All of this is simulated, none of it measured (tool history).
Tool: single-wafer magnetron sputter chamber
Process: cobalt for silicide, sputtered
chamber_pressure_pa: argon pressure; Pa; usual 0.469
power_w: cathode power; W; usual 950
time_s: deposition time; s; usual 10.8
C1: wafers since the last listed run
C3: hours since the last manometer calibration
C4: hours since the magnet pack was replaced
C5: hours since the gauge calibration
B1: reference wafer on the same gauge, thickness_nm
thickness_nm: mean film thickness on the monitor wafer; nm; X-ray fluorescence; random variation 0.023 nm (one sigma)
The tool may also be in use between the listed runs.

Run 1, hour 0.0: usual settings; C1 0; wafers on the sputter target 1337; C3 2175.2; C4 5326.0; C5 150.3; B1 4.249. Result: thickness_nm 5.023 nm.
Run 2, hour 18.7: usual settings; C1 364; wafers on the sputter target 1701; C3 2193.9; C4 5344.7; C5 169.0; B1 4.250. Result: thickness_nm 4.984 nm.
Run 3, hour 50.8: usual settings but chamber_pressure_pa 0.567 Pa, time_s 9.9 s; C1 625; wafers on the sputter target 2326; C3 2226.0; C4 5376.8; C5 201.1; B1 4.245. Result: thickness_nm 4.477 nm.
Run 4, hour 63.9: usual settings but chamber_pressure_pa 0.605 Pa; C1 255; wafers on the sputter target 2581; C3 2239.1; C4 5389.9; C5 214.2; B1 4.249. Result: thickness_nm 4.809 nm.
Run 5, hour 89.5: usual settings; C1 498; wafers on the sputter target 3080; C3 2264.7; C4 5415.5; C5 239.8; B1 4.250. Result: thickness_nm 4.987 nm.
At hour 109.4: sputter target and shields replaced.
Run 6, hour 118.9: usual settings; C1 416; wafers on the sputter target 185; C3 2294.1; C4 5444.9; C5 269.2; B1 4.250. Result: thickness_nm 5.107 nm.
At hour 147.4: gauge calibrated.
Run 7, hour 152.2: usual settings; C1 648; wafers on the sputter target 834; C3 2327.4; C4 5478.2; C5 4.8; B1 4.247. Result: thickness_nm 5.090 nm.
Run 8, hour 178.8: usual settings but power_w 1100 W, time_s 12.4 s; C1 517; wafers on the sputter target 1352; C3 2354.0; C4 5504.8; C5 31.4; B1 4.250. Result: thickness_nm 6.193 nm.
Run 9, hour 202.0: usual settings; C1 451; wafers on the sputter target 1803; C3 2377.2; C4 5528.0; C5 54.6; B1 4.251. Result: thickness_nm 4.972 nm.
Run 10, hour 223.2: usual settings but time_s 11.7 s; C1 412; wafers on the sputter target 2216; C3 2398.4; C4 5549.2; C5 75.8; B1 4.251. Result: thickness_nm 5.427 nm.
Run 11, hour 241.6: usual settings but power_w 850 W, time_s 11.8 s; C1 358; wafers on the sputter target 2574; C3 2416.8; C4 5567.6; C5 94.2; B1 4.248. Result: thickness_nm 5.181 nm.
Run 12, hour 262.4: usual settings but chamber_pressure_pa 0.586 Pa, power_w 1150 W, time_s 12.9 s; C1 405; wafers on the sputter target 2979; C3 2437.6; C4 5588.4; C5 115.0; B1 4.253. Result: thickness_nm 6.319 nm.
At hour 278.9: magnet pack replaced.
Run 13, hour 279.4: usual settings but chamber_pressure_pa 0.653 Pa, power_w 800 W; C1 175; wafers on the sputter target 3155; C3 2454.6; C4 0.5; C5 132.0; B1 4.250. Result: thickness_nm 4.324 nm.
Run 14, hour 303.1: usual settings; C1 461; wafers on the sputter target 3616; C3 2478.3; C4 24.2; C5 155.7; B1 4.251. Result: thickness_nm 4.994 nm.
At hour 317.5: sputter target and shields replaced.
At hour 330.3: capacitance manometer re-zeroed and calibrated.
Run 15, hour 330.8: usual settings but power_w 1150 W; C1 227; wafers on the sputter target 103; C3 0.5; C4 51.9; C5 183.4; B1 4.250. Result: thickness_nm 5.642 nm.
Run 16, hour 356.4: usual settings; C1 498; wafers on the sputter target 601; C3 26.1; C4 77.5; C5 209.0; B1 4.251. Result: thickness_nm 5.033 nm.
Run 17, hour 390.0: usual settings but chamber_pressure_pa 0.369 Pa, power_w 900 W, time_s 12.1 s; C1 654; wafers on the sputter target 1255; C3 59.7; C4 111.1; C5 242.6; B1 4.252. Result: thickness_nm 5.687 nm.
Run 18, hour 407.0: usual settings; C1 331; wafers on the sputter target 1586; C3 76.7; C4 128.1; C5 259.6; B1 4.249. Result: thickness_nm 5.022 nm.
Run 19, hour 438.2: usual settings but chamber_pressure_pa 0.331 Pa, power_w 850 W; C1 607; wafers on the sputter target 2194; C3 107.9; C4 159.3; C5 290.8; B1 4.248. Result: thickness_nm 4.925 nm.

3 ways to go on from here, each from the tool as it stands after run 19. What would each give?
Run A, hour 438.6: usual settings but time_s 9.8 s; C1 7; wafers on the sputter target 2202; C3 108.3; C4 159.7; C5 291.2; B1 ?. Result: thickness_nm ?.
Run B, hour 438.6: usual settings but chamber_pressure_pa 0.403 Pa, power_w 900 W, time_s 12.7 s; C1 7; wafers on the sputter target 2202; C3 108.3; C4 159.7; C5 291.2; B1 ?. Result: thickness_nm ?.
Run C, hour 438.6: usual settings but chamber_pressure_pa 0.329 Pa, power_w 1050 W, time_s 11.9 s; C1 7; wafers on the sputter target 2202; C3 108.3; C4 159.7; C5 291.2; B1 ?. Result: thickness_nm ?.

run     B1  thickness_nm
  A  4.247         4.558
  B  4.247         5.868
  C  4.247         6.080
Without the tool's hidden state the same runs would have given:
run  thickness_nm
  A         4.670
  B         6.012
  C         6.229

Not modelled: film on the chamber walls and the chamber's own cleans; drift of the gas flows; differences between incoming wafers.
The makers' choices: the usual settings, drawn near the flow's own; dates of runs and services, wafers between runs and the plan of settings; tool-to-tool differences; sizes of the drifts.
